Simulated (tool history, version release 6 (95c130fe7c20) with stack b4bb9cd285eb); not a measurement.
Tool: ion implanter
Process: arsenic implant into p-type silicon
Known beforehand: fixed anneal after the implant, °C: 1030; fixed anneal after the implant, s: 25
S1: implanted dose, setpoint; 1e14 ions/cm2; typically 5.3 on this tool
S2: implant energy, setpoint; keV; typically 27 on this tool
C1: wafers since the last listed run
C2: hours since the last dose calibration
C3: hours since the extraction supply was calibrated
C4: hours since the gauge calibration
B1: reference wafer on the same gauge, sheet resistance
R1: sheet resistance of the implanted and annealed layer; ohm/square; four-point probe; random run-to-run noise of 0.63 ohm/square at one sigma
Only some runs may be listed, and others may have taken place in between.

run 1 day=0 | S1=6.16 S2=32.5 | C1=0 C2=151.3 C3=6447.8 C4=861 | B1=228.22 | R1=166.93
run 2 day=1.204 | S1=5.3 S2=27 | C1=439 C2=180.2 C3=6476.7 C4=889.9 | B1=227.84 | R1=192.79
run 3 day=4.117 | S1=5.3 S2=27 | C1=1062 C2=250.1 C3=6546.6 C4=959.8 | B1=227.8 | R1=193.82
run 4 day=5.908 | S1=5.3 S2=27 | C1=653 C2=293.1 C3=6589.6 C4=1002.8 | B1=227.79 | R1=194.26
run 5 day=8.279 | S1=5.3 S2=27 | C1=864 C2=350 C3=6646.5 C4=1059.7 | B1=227.9 | R1=193.99
run 6 day=10.688 | S1=5.3 S2=27 | C1=878 C2=407.8 C3=6704.3 C4=1117.5 | B1=227.56 | R1=194.25
run 7 day=13.412 | S1=5.3 S2=32.5 | C1=993 C2=473.2 C3=6769.7 C4=1182.9 | B1=227.98 | R1=188.06
run 8 day=14.8 | S1=5.3 S2=24.5 | C1=506 C2=506.5 C3=6803 C4=1216.2 | B1=227.75 | R1=196.1
run 9 day=17.538 | S1=5.3 S2=27 | C1=998 C2=572.2 C3=6868.7 C4=1281.9 | B1=227.56 | R1=192.54
run 10 day=19.65 | S1=5.3 S2=27 | C1=770 C2=622.9 C3=6919.4 C4=1332.6 | B1=228.19 | R1=194.28
-- day=20.617 extraction supply calibrated
-- day=20.7 Faraday cup replaced and dose calibrated
run 11 day=22.329 | S1=5.3 S2=27 | C1=825 C2=39.1 C3=41.1 C4=1396.9 | B1=228.14 | R1=193.34
run 12 day=25.304 | S1=5.3 S2=27 | C1=1085 C2=110.5 C3=112.5 C4=1468.3 | B1=228.1 | R1=194.53
run 13 day=27.429 | S1=5.3 S2=29 | C1=775 C2=161.5 C3=163.5 C4=1519.3 | B1=227.64 | R1=191.04
-- day=27.508 gauge calibrated
run 14 day=28.65 | S1=5.3 S2=29 | C1=445 C2=190.8 C3=192.8 C4=27.4 | B1=228.44 | R1=190.93
run 15 day=30.642 | S1=5.3 S2=31 | C1=726 C2=238.6 C3=240.6 C4=75.2 | B1=227.91 | R1=188.48
run 16 day=32.762 | S1=5.97 S2=18.5 | C1=773 C2=289.5 C3=291.5 C4=126.1 | B1=227.79 | R1=184.19
run 17 day=35.15 | S1=5.3 S2=35 | C1=870 C2=346.8 C3=348.8 C4=183.4 | B1=228 | R1=186.06
run 18 day=37.496 | S1=4.03 S2=27 | C1=855 C2=403.1 C3=405.1 C4=239.7 | B1=227.93 | R1=237.1
run 19 day=38.525 | S1=5.96 S2=27 | C1=375 C2=427.8 C3=429.8 C4=264.4 | B1=227.77 | R1=177.15
run 20 day=41.154 | S1=4.54 S2=34 | C1=958 C2=490.9 C3=492.9 C4=327.5 | B1=227.99 | R1=210.99
run 21 day=43.033 | S1=5.3 S2=27 | C1=685 C2=536 C3=538 C4=372.6 | B1=227.94 | R1=192.75
run 22 day=44.638 | S1=5.3 S2=27 | C1=585 C2=574.5 C3=576.5 C4=411.1 | B1=227.75 | R1=193.09
run 23 day=46.288 | S1=5.3 S2=27 | C1=601 C2=614.1 C3=616.1 C4=450.7 | B1=228.04 | R1=193.53
run 24 day=49.079 | S1=4.6 S2=36 | C1=1018 C2=681.1 C3=683.1 C4=517.7 | B1=228 | R1=207.31
-- day=49.921 Faraday cup replaced and dose calibrated
run 25 day=50.967 | S1=5.3 S2=27 | C1=566 C2=25.1 C3=728.4 C4=563 | B1=228.19 | R1=193.02
run 26 day=52.304 | S1=6.63 S2=36.5 | C1=487 C2=57.2 C3=760.5 C4=595.1 | B1=227.81 | R1=155.39
run 27 day=55.171 | S1=5.3 S2=27 | C1=1045 C2=126 C3=829.3 C4=663.9 | B1=227.9 | R1=193.42
run 28 day=57.942 | S1=5.3 S2=27 | C1=1010 C2=192.5 C3=895.8 C4=730.4 | B1=227.75 | R1=192.13
run 29 day=59.367 | S1=6.5 S2=20 | C1=519 C2=226.7 C3=930 C4=764.6 | B1=228.25 | R1=172.6
run 30 day=61.333 | S1=4.82 S2=34 | C1=717 C2=273.9 C3=977.2 C4=811.8 | B1=227.84 | R1=201.37
run 31 day=62.504 | S1=5.73 S2=31.5 | C1=427 C2=302 C3=1005.3 C4=839.9 | B1=227.72 | R1=179.36
run 32 day=65.354 | S1=4.74 S2=19.5 | C1=1039 C2=370.4 C3=1073.7 C4=908.3 | B1=228.18 | R1=218.63
run 33 day=66.621 | S1=5.3 S2=27 | C1=462 C2=400.8 C3=1104.1 C4=938.7 | B1=228.14 | R1=192.35
run 34 day=68.008 | S1=6.7 S2=23 | C1=506 C2=434.1 C3=1137.4 C4=972 | B1=227.87 | R1=165.88
run 35 day=70.417 | S1=4.03 S2=32 | C1=878 C2=491.9 C3=1195.2 C4=1029.8 | B1=227.85 | R1=233.64
run 36 day=73.221 | S1=5.73 S2=31.5 | C1=1022 C2=559.2 C3=1262.5 C4=1097.1 | B1=228.09 | R1=178.5
run 37 day=74.617 | S1=4.78 S2=20 | C1=509 C2=592.7 C3=1296 C4=1130.6 | B1=228.18 | R1=216.59
run 38 day=76.942 | S1=3.82 S2=18 | C1=848 C2=648.5 C3=1351.8 C4=1186.4 | B1=227.79 | R1=259.76

Predict each of these 3 candidate next runs independently; none follows another, all start after run 38:
run A day=76.958 | S1=5.3 S2=27 | C1=6 C2=648.9 C3=1352.2 C4=1186.8 | B1=? | R1=?
run B day=76.958 | S1=5.78 S2=30.5 | C1=6 C2=648.9 C3=1352.2 C4=1186.8 | B1=? | R1=?
run C day=76.958 | S1=6.27 S2=24.5 | C1=6 C2=648.9 C3=1352.2 C4=1186.8 | B1=? | R1=?

run=A B1=227.89 R1=193.14
run=B B1=227.89 R1=177.76
run=C B1=227.89 R1=172.25
Without the tool's unlogged condition, the same runs would have read:
run=A R1=193.14
run=B R1=177.76
run=C R1=172.25

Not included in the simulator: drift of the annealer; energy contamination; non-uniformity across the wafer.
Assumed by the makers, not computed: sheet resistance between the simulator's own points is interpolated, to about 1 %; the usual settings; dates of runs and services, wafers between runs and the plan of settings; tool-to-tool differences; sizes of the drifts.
